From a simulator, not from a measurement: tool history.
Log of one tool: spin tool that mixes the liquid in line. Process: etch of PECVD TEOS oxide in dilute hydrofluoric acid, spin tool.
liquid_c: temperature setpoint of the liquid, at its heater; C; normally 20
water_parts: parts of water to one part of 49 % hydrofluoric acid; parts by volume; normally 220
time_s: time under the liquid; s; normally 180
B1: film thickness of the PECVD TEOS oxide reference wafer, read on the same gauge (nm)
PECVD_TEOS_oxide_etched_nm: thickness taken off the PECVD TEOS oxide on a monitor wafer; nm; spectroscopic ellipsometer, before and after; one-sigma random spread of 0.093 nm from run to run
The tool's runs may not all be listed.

Run 1, hour 0: usual settings but water_parts 180 parts by volume; B1 60. Result: PECVD_TEOS_oxide_etched_nm 13.89 nm.
Run 2, hour 58.8: usual settings but water_parts 180 parts by volume; B1 60.03. Result: PECVD_TEOS_oxide_etched_nm 13.8 nm.
Run 3, hour 118.4: usual settings but water_parts 180 parts by volume; B1 59.99. Result: PECVD_TEOS_oxide_etched_nm 13.71 nm.
Run 4, hour 182.3: usual settings but liquid_c 24 C; B1 59.97. Result: PECVD_TEOS_oxide_etched_nm 12.65 nm.
At hour 324.5: gauge calibrated.
Run 5, hour 343.3: usual settings; B1 60.02. Result: PECVD_TEOS_oxide_etched_nm 11.01 nm.
Run 6, hour 504.3: usual settings; B1 60. Result: PECVD_TEOS_oxide_etched_nm 10.91 nm.
Run 7, hour 551.9: usual settings; B1 60.01. Result: PECVD_TEOS_oxide_etched_nm 10.93 nm.
Run 8, hour 618.4: usual settings but water_parts 290 parts by volume; B1 59.97. Result: PECVD_TEOS_oxide_etched_nm 7.85 nm.
At hour 639.1: hydrofluoric acid flow meter replaced.
Run 9, hour 649.8: usual settings but time_s 95 s; B1 60.02. Result: PECVD_TEOS_oxide_etched_nm 5.41 nm.
Run 10, hour 719.4: usual settings but time_s 95 s; B1 60.02. Result: PECVD_TEOS_oxide_etched_nm 5.5 nm.
Run 11, hour 784.9: usual settings but time_s 95 s; B1 60. Result: PECVD_TEOS_oxide_etched_nm 5.4 nm.
Run 12, hour 832.3: usual settings; B1 60. Result: PECVD_TEOS_oxide_etched_nm 10.41 nm.
At hour 839.6: thermometer replaced.
Run 13, hour 884.5: usual settings; B1 59.99. Result: PECVD_TEOS_oxide_etched_nm 11.48 nm.
Run 14, hour 948.4: usual settings but liquid_c 23 C, water_parts 110 parts by volume, time_s 85 s; B1 59.96. Result: PECVD_TEOS_oxide_etched_nm 13.76 nm.
Run 15, hour 1019.7: usual settings but water_parts 260 parts by volume, time_s 235 s; B1 59.99. Result: PECVD_TEOS_oxide_etched_nm 12.22 nm.
Run 16, hour 1058.1: usual settings but water_parts 280 parts by volume; B1 60.01. Result: PECVD_TEOS_oxide_etched_nm 8.52 nm.
Run 17, hour 1116.1: usual settings but liquid_c 17.5 C, water_parts 295 parts by volume, time_s 210 s; B1 60.03. Result: PECVD_TEOS_oxide_etched_nm 8.44 nm.
At hour 1150.8: gauge calibrated.
Run 18, hour 1211: usual settings but liquid_c 18.5 C, water_parts 115 parts by volume, time_s 250 s; B1 60.02. Result: PECVD_TEOS_oxide_etched_nm 31.86 nm.
Run 19, hour 1264.2: usual settings but liquid_c 22.5 C, water_parts 125 parts by volume, time_s 210 s; B1 60.01. Result: PECVD_TEOS_oxide_etched_nm 28.84 nm.
Run 20, hour 1312.4: usual settings but liquid_c 22.5 C, time_s 125 s; B1 60.02. Result: PECVD_TEOS_oxide_etched_nm 8.93 nm.
Run 21, hour 1377: usual settings but liquid_c 17 C, water_parts 285 parts by volume; B1 59.97. Result: PECVD_TEOS_oxide_etched_nm 7.44 nm.
Run 22, hour 1405.9: usual settings but liquid_c 23.5 C, water_parts 170 parts by volume, time_s 240 s; B1 60. Result: PECVD_TEOS_oxide_etched_nm 23.79 nm.
Run 23, hour 1468.1: usual settings but liquid_c 17 C, water_parts 185 parts by volume, time_s 150 s; B1 60.01. Result: PECVD_TEOS_oxide_etched_nm 10.54 nm.
Run 24, hour 1529.5: usual settings but time_s 95 s; B1 60. Result: PECVD_TEOS_oxide_etched_nm 6.13 nm.
Run 25, hour 1580.8: usual settings; B1 60. Result: PECVD_TEOS_oxide_etched_nm 11.57 nm.

Forecast each of these 5 alternatives for the next run:
Run A, hour 1581.3: usual settings but liquid_c 22.5 C; B1 ?. Result: PECVD_TEOS_oxide_etched_nm ?.
Run B, hour 1581.3: usual settings but liquid_c 21.5 C, water_parts 310 parts by volume; B1 ?. Result: PECVD_TEOS_oxide_etched_nm ?.
Run C, hour 1581.3: usual settings but liquid_c 22.5 C, water_parts 190 parts by volume; B1 ?. Result: PECVD_TEOS_oxide_etched_nm ?.
Run D, hour 1581.3: usual settings but liquid_c 21.5 C, water_parts 110 parts by volume, time_s 95 s; B1 ?. Result: PECVD_TEOS_oxide_etched_nm ?.
Run E, hour 1581.3: usual settings but liquid_c 18 C; B1 ?. Result: PECVD_TEOS_oxide_etched_nm ?.

run     B1  PECVD_TEOS_oxide_etched_nm
  A  60.02                       12.75
  B  60.02                        8.02
  C  60.02                        15.2
  D  60.02                       14.48
  E  60.02                       10.72
Take away the tool's hidden state, keep each run's random variation, and the runs would have read:
run  PECVD_TEOS_oxide_etched_nm
  A                       12.57
  B                        7.89
  C                       15.02
  D                       14.37
  E                       10.59

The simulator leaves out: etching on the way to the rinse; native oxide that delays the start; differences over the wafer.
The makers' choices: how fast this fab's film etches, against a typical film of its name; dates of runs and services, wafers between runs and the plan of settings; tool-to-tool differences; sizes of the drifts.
